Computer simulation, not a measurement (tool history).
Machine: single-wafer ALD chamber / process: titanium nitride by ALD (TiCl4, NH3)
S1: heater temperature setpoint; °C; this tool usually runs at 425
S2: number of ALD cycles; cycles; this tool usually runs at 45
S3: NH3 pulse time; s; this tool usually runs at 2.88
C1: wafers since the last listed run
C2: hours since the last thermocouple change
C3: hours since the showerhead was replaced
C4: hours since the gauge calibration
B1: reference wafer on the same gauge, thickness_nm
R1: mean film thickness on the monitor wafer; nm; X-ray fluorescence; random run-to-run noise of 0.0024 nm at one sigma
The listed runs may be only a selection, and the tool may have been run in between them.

Run 1, hour 0: usual settings; C1 0; C2 339.4; C3 2166.2; C4 38.9; B1 0.787. Result: R1 0.973 nm.
Run 2, hour 31.5: usual settings; C1 111; C2 370.9; C3 2197.7; C4 70.4; B1 0.786. Result: R1 0.975 nm.
Run 3, hour 73.8: usual settings; C1 150; C2 413.2; C3 2240; C4 112.7; B1 0.787. Result: R1 0.977 nm.
Run 4, hour 138.8: usual settings; C1 230; C2 478.2; C3 2305; C4 177.7; B1 0.787. Result: R1 0.975 nm.
Run 5, hour 189.5: usual settings; C1 179; C2 528.9; C3 2355.7; C4 228.4; B1 0.787. Result: R1 0.978 nm.
Run 6, hour 237.1: usual settings; C1 168; C2 576.5; C3 2403.3; C4 276; B1 0.787. Result: R1 0.97 nm.
Run 7, hour 388.6: usual settings; C1 537; C2 728; C3 2554.8; C4 427.5; B1 0.787. Result: R1 0.977 nm.
Run 8, hour 446.6: usual settings but S1 431 °C, S2 41 cycles; C1 205; C2 786; C3 2612.8; C4 485.5; B1 0.787. Result: R1 0.892 nm.
Run 9, hour 475.4: usual settings but S1 431 °C, S2 41 cycles; C1 102; C2 814.8; C3 2641.6; C4 514.3; B1 0.787. Result: R1 0.888 nm.
Run 10, hour 523.4: usual settings but S2 51 cycles, S3 3.12 s; C1 170; C2 862.8; C3 2689.6; C4 562.3; B1 0.787. Result: R1 1.108 nm.
Run 11, hour 584.7: usual settings; C1 217; C2 924.1; C3 2750.9; C4 623.6; B1 0.787. Result: R1 0.972 nm.
Run 12, hour 624.4: usual settings; C1 140; C2 963.8; C3 2790.6; C4 663.3; B1 0.787. Result: R1 0.977 nm.
Run 13, hour 677: usual settings; C1 186; C2 1016.4; C3 2843.2; C4 715.9; B1 0.787. Result: R1 0.975 nm.
Run 14, hour 737.4: usual settings; C1 214; C2 1076.8; C3 2903.6; C4 776.3; B1 0.787. Result: R1 0.975 nm.
Run 15, hour 804.1: usual settings but S1 436 °C, S3 4.02 s; C1 236; C2 1143.5; C3 2970.3; C4 843; B1 0.787. Result: R1 0.981 nm.
Run 16, hour 856.4: usual settings; C1 185; C2 1195.8; C3 3022.6; C4 895.3; B1 0.787. Result: R1 0.977 nm.
At hour 858.2: gauge calibrated.
Run 17, hour 888.8: usual settings; C1 114; C2 1228.2; C3 3055; C4 30.6; B1 0.787. Result: R1 0.977 nm.
At hour 915.5: showerhead replaced.
Run 18, hour 1097.6: usual settings; C1 712; C2 1437; C3 182.1; C4 239.4; B1 0.787. Result: R1 0.975 nm.
At hour 1109.1: thermocouple changed; heater temperature recalibrated.
Run 19, hour 1157: usual settings; C1 182; C2 47.9; C3 241.5; C4 298.8; B1 0.786. Result: R1 0.975 nm.
Run 20, hour 1208: usual settings but S1 435 °C, S3 2.29 s; C1 180; C2 98.9; C3 292.5; C4 349.8; B1 0.787. Result: R1 0.972 nm.
Run 21, hour 1266.5: usual settings but S2 42 cycles; C1 207; C2 157.4; C3 351; C4 408.3; B1 0.787. Result: R1 0.912 nm.
Run 22, hour 1312: usual settings but S1 435 °C, S2 42 cycles, S3 2.47 s; C1 161; C2 202.9; C3 396.5; C4 453.8; B1 0.787. Result: R1 0.907 nm.
Run 23, hour 1368.2: usual settings; C1 199; C2 259.1; C3 452.7; C4 510; B1 0.787. Result: R1 0.973 nm.
Run 24, hour 1402.3: usual settings but S1 436 °C, S2 37 cycles, S3 2 s; C1 120; C2 293.2; C3 486.8; C4 544.1; B1 0.787. Result: R1 0.794 nm.
Run 25, hour 1436.9: usual settings but S1 432 °C, S2 39 cycles, S3 3.44 s; C1 122; C2 327.8; C3 521.4; C4 578.7; B1 0.787. Result: R1 0.851 nm.
Run 26, hour 1488: usual settings but S1 421 °C, S2 38 cycles, S3 1.73 s; C1 181; C2 378.9; C3 572.5; C4 629.8; B1 0.787. Result: R1 0.807 nm.
Run 27, hour 1532.3: usual settings but S3 1.98 s; C1 157; C2 423.2; C3 616.8; C4 674.1; B1 0.787. Result: R1 0.962 nm.
Run 28, hour 1734.5: usual settings but S2 41 cycles, S3 1.95 s; C1 717; C2 625.4; C3 819; C4 876.3; B1 0.787. Result: R1 0.882 nm.
Run 29, hour 1801.3: usual settings; C1 236; C2 692.2; C3 885.8; C4 943.1; B1 0.787. Result: R1 0.978 nm.

Hidden state at the last listed run before each entry between runs and at the first one after, where it differs:
Runs 16 to 17: gauge calibrated (hour 858.2)
  no hidden state differs between the two runs
Runs 17 to 18: showerhead replaced (hour 915.5)
  no hidden state differs between the two runs
Runs 18 to 19: thermocouple changed; heater temperature recalibrated (hour 1109.1)
  no hidden state differs between the two runs

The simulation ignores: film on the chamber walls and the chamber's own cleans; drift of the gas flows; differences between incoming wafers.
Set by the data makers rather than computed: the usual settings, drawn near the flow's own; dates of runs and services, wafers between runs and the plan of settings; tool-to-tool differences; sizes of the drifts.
